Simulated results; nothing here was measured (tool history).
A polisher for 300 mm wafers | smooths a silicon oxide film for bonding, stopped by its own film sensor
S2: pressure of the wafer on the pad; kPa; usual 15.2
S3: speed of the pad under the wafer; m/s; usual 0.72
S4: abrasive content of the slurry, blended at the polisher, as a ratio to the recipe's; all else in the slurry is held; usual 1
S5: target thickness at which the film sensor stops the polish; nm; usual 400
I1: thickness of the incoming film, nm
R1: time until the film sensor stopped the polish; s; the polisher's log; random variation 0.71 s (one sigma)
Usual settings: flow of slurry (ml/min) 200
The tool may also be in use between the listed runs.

run 1 hour=0 | flow_of_slurry_(ml/min)=200 S2=15.2 S3=0.72 S4=1 S5=400 | I1=458.3 | R1=92
-- hour=5.9 slurry blender recalibrated
run 2 hour=24.8 | flow_of_slurry_(ml/min)=200 S2=15.2 S3=0.72 S4=1 S5=400 | I1=448.6 | R1=71
run 3 hour=55.6 | flow_of_slurry_(ml/min)=200 S2=15.2 S3=0.72 S4=1 S5=400 | I1=445.3 | R1=66.4
-- hour=63.5 worn pad replaced by a new one
run 4 hour=75.3 | flow_of_slurry_(ml/min)=175 S2=15.2 S3=0.72 S4=1 S5=400 | I1=450 | R1=76
run 5 hour=127.8 | flow_of_slurry_(ml/min)=200 S2=15.2 S3=0.72 S4=1 S5=400 | I1=454.9 | R1=83.1
run 6 hour=145.3 | flow_of_slurry_(ml/min)=200 S2=15.2 S3=0.72 S4=1 S5=400 | I1=447.5 | R1=71.8
-- hour=151 slurry nozzle cleaned
run 7 hour=170 | flow_of_slurry_(ml/min)=200 S2=15.2 S3=0.72 S4=1 S5=394 | I1=452.6 | R1=91.3
run 8 hour=201.6 | flow_of_slurry_(ml/min)=200 S2=15.2 S3=0.72 S4=1 S5=394 | I1=455.8 | R1=94.2
-- hour=206.6 worn pad replaced by a new one
run 9 hour=214.1 | flow_of_slurry_(ml/min)=200 S2=15.2 S3=0.72 S4=1 S5=394 | I1=453.5 | R1=90.9
run 10 hour=226.1 | flow_of_slurry_(ml/min)=200 S2=15.2 S3=0.72 S4=1 S5=400 | I1=455.5 | R1=85.9
run 11 hour=256.2 | flow_of_slurry_(ml/min)=200 S2=15.2 S3=0.72 S4=1 S5=400 | I1=442.2 | R1=64.9
run 12 hour=278.3 | flow_of_slurry_(ml/min)=200 S2=15.2 S3=0.72 S4=1 S5=400 | I1=451.2 | R1=80.1
run 13 hour=310.2 | flow_of_slurry_(ml/min)=200 S2=15.2 S3=0.72 S4=1 S5=404 | I1=445.7 | R1=64.4
-- hour=325.2 head pressure recalibrated
run 14 hour=325.7 | flow_of_slurry_(ml/min)=200 S2=15.2 S3=0.72 S4=1 S5=404 | I1=446.9 | R1=66.7
run 15 hour=351.4 | flow_of_slurry_(ml/min)=200 S2=15.2 S3=0.72 S4=1 S5=404 | I1=454.7 | R1=78.2
-- hour=357.2 worn pad replaced by a new one
-- hour=361.4 slurry blender recalibrated
run 16 hour=382.4 | flow_of_slurry_(ml/min)=200 S2=15.2 S3=0.72 S4=1 S5=400 | I1=447.4 | R1=82.4
run 17 hour=395 | flow_of_slurry_(ml/min)=200 S2=15.2 S3=0.72 S4=1 S5=400 | I1=450.6 | R1=88.4
run 18 hour=428.3 | flow_of_slurry_(ml/min)=200 S2=15.2 S3=0.72 S4=1 S5=400 | I1=443.2 | R1=77.4
run 19 hour=440.8 | flow_of_slurry_(ml/min)=200 S2=18.6 S3=0.72 S4=1 S5=387 | I1=450.9 | R1=94.8
-- hour=451.1 slurry blender recalibrated, repeated, since the last time left the tool worse
run 20 hour=458.1 | flow_of_slurry_(ml/min)=200 S2=15.2 S3=0.64 S4=1 S5=400 | I1=443.9 | R1=68.6
run 21 hour=477.2 | flow_of_slurry_(ml/min)=220 S2=9.7 S3=0.84 S4=1 S5=413 | I1=444.9 | R1=66
-- hour=504.6 worn pad replaced by a new one
run 22 hour=505.1 | flow_of_slurry_(ml/min)=200 S2=20.7 S3=0.58 S4=1 S5=400 | I1=443 | R1=54.1
run 23 hour=518.8 | flow_of_slurry_(ml/min)=140 S2=17.2 S3=0.72 S4=1 S5=400 | I1=445.7 | R1=62.2
-- hour=519.8 slurry nozzle cleaned
run 24 hour=531.7 | flow_of_slurry_(ml/min)=200 S2=15.2 S3=0.72 S4=1 S5=394 | I1=451.7 | R1=85.8
run 25 hour=543.9 | flow_of_slurry_(ml/min)=200 S2=15.2 S3=0.72 S4=1 S5=394 | I1=448.7 | R1=81.2
run 26 hour=562.7 | flow_of_slurry_(ml/min)=200 S2=20.7 S3=0.98 S4=0.7 S5=382 | I1=450.7 | R1=69.8
run 27 hour=623.7 | flow_of_slurry_(ml/min)=225 S2=15.2 S3=0.92 S4=1 S5=382 | I1=449.8 | R1=86.1
run 28 hour=640.5 | flow_of_slurry_(ml/min)=200 S2=15.2 S3=0.62 S4=0.75 S5=400 | I1=446.8 | R1=90.4
-- hour=648.9 worn pad replaced by a new one
run 29 hour=660.3 | flow_of_slurry_(ml/min)=165 S2=15.2 S3=0.88 S4=0.75 S5=417 | I1=442 | R1=38.5

Run 30 comes next. What will it give?
run 30 hour=696.2 | flow_of_slurry_(ml/min)=200 S2=10.3 S3=0.9 S4=1 S5=400 | I1=452.9 | R1=?

Run 30 gave R1 100.1 s.
Without the tool's hidden state the same run would have given R1 92.6 s.
